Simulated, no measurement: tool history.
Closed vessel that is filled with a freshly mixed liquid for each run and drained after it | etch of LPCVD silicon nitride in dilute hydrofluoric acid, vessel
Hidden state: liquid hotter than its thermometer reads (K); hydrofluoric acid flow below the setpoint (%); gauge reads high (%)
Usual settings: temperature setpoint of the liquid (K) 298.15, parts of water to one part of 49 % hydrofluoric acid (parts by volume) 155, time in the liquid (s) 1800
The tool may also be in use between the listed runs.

run     day  temperature setpoint of the liquid (K)  parts of water to one part of 49 % hydrofluoric acid (parts by volume)  time in the liquid (s)  wafers since the last listed run  hours since the thermometer was replaced  hours since the hydrofluoric acid flow meter was replaced  hours since the gauge calibration  read-back film thickness of the LPCVD silicon nitride reference wafer, read on the same gauge (nm)  thickness taken off the LPCVD silicon nitride on a monitor wafer (angstrom)
  1   0.000                                  298.15                                                                     155                    1800                                 0                                    1407.6                                                       89.6                              665.4                                                                                               80.01                                                                         54.4
  2   2.579                                  298.15                                                                     155                    1800                              1997                                    1469.5                                                      151.5                              727.3                                                                                               79.99                                                                         53.3
  3   5.533                                  298.15                                                                     155                    1800                              2288                                    1540.4                                                      222.4                              798.2                                                                                               80.00                                                                         53.6
  4   7.892                                  298.15                                                                     155                    1155                              1826                                    1597.0                                                      279.0                              854.8                                                                                               80.00                                                                         33.7
  5  14.875                                  298.15                                                                     100                    1800                              5409                                    1764.6                                                      446.6                             1022.4                                                                                               79.99                                                                         80.4
  6  16.767                                  298.15                                                                     100                    1800                              1465                                    1810.0                                                      492.0                             1067.8                                                                                               79.99                                                                         79.6
  7  18.225                                  298.15                                                                     100                    1800                              1129                                    1845.0                                                      527.0                             1102.8                                                                                               80.00                                                                         79.0
  8  20.004                                  298.15                                                                     155                    1800                              1378                                    1887.7                                                      569.7                             1145.5                                                                                               79.99                                                                         50.7
  9  22.275                                  298.15                                                                     155                    1800                              1758                                    1942.2                                                      624.2                             1200.0                                                                                               79.99                                                                         50.9
     22.521  -- hydrofluoric acid flow meter replaced
 10  23.858                                  298.15                                                                     155                    1800                              1194                                    1980.2                                                       32.1                             1238.0                                                                                               79.98                                                                         55.8
 11  25.996                                  298.15                                                                     155                    1800                              1655                                    2031.5                                                       83.4                             1289.3                                                                                               80.03                                                                         55.5
 12  28.646                                  298.15                                                                     155                    1800                              2052                                    2095.1                                                      147.0                             1352.9                                                                                               80.02                                                                         54.6
 13  31.238                                  298.15                                                                     155                    1800                              2007                                    2157.3                                                      209.2                             1415.1                                                                                               79.99                                                                         54.1
     32.167  -- gauge calibrated
 14  33.354                                  298.15                                                                     155                    1155                              1639                                    2208.1                                                      260.0                               28.5                                                                                               80.00                                                                         34.4
     36.188  -- thermometer replaced
 15  36.217                                  301.15                                                                     155                    1800                              2184                                       0.7                                                      328.7                               97.2                                                                                               80.00                                                                         61.6
 16  43.838                                  294.15                                                                     100                    1040                              5902                                     183.6                                                      511.6                              280.1                                                                                               79.99                                                                         34.0
 17  44.921                                  298.15                                                                     120                    1800                               839                                     209.6                                                      537.6                              306.1                                                                                               79.98                                                                         63.9
 18  46.229                                  298.15                                                                     120                     875                              1013                                     241.0                                                      569.0                              337.5                                                                                               79.98                                                                         30.8
     46.900  -- hydrofluoric acid flow meter replaced
 19  48.108                                  296.15                                                                     155                    1800                              1423                                     286.1                                                       29.0                              382.6                                                                                               80.02                                                                         46.6
 20  50.483                                  298.15                                                                     125                    1300                              1839                                     343.1                                                       86.0                              439.6                                                                                               79.99                                                                         47.5
 21  52.133                                  294.65                                                                     155                    1300                              1278                                     382.7                                                      125.6                              479.2                                                                                               80.01                                                                         30.3
 22  54.246                                  298.15                                                                     100                    1800                              1636                                     433.4                                                      176.3                              529.9                                                                                               79.99                                                                         81.6
 23  55.579                                  298.15                                                                     155                    1800                              1032                                     465.4                                                      208.3                              561.9                                                                                               80.01                                                                         51.8
 24  57.538                                  294.15                                                                     155                    2350                              1516                                     512.4                                                      255.3                              608.9                                                                                               80.01                                                                         52.4
 25  59.525                                  298.15                                                                      90                    1800                              1539                                     560.1                                                      303.0                              656.6                                                                                               79.99                                                                         88.0
 26  62.004                                  298.15                                                                     155                    1800                              1920                                     619.6                                                      362.5                              716.1                                                                                               80.00                                                                         51.7

Forecast each of these 4 alternatives for the next run:
  A  62.050                                  298.15                                                                     155                    1800                                35                                     620.7                                                      363.6                              717.2                                                                                                   ?                                                                            ?
  B  62.050                                  301.15                                                                     230                    1220                                35                                     620.7                                                      363.6                              717.2                                                                                                   ?                                                                            ?
  C  62.050                                  300.65                                                                     155                    2400                                35                                     620.7                                                      363.6                              717.2                                                                                                   ?                                                                            ?
  D  62.050                                  301.65                                                                     205                    2440                                35                                     620.7                                                      363.6                              717.2                                                                                                   ?                                                                            ?

run  read-back film thickness of the LPCVD silicon nitride reference wafer, read on the same gauge (nm)  thickness taken off the LPCVD silicon nitride on a monitor wafer (angstrom)
  A                                                                                               80.01                                                                         51.7
  B                                                                                               80.01                                                                         28.4
  C                                                                                               80.01                                                                         80.7
  D                                                                                               80.01                                                                         65.7
Without the tool's hidden state the same runs would have given:
run  thickness taken off the LPCVD silicon nitride on a monitor wafer (angstrom)
  A                                                                         53.7
  B                                                                         29.5
  C                                                                         83.8
  D                                                                         68.4
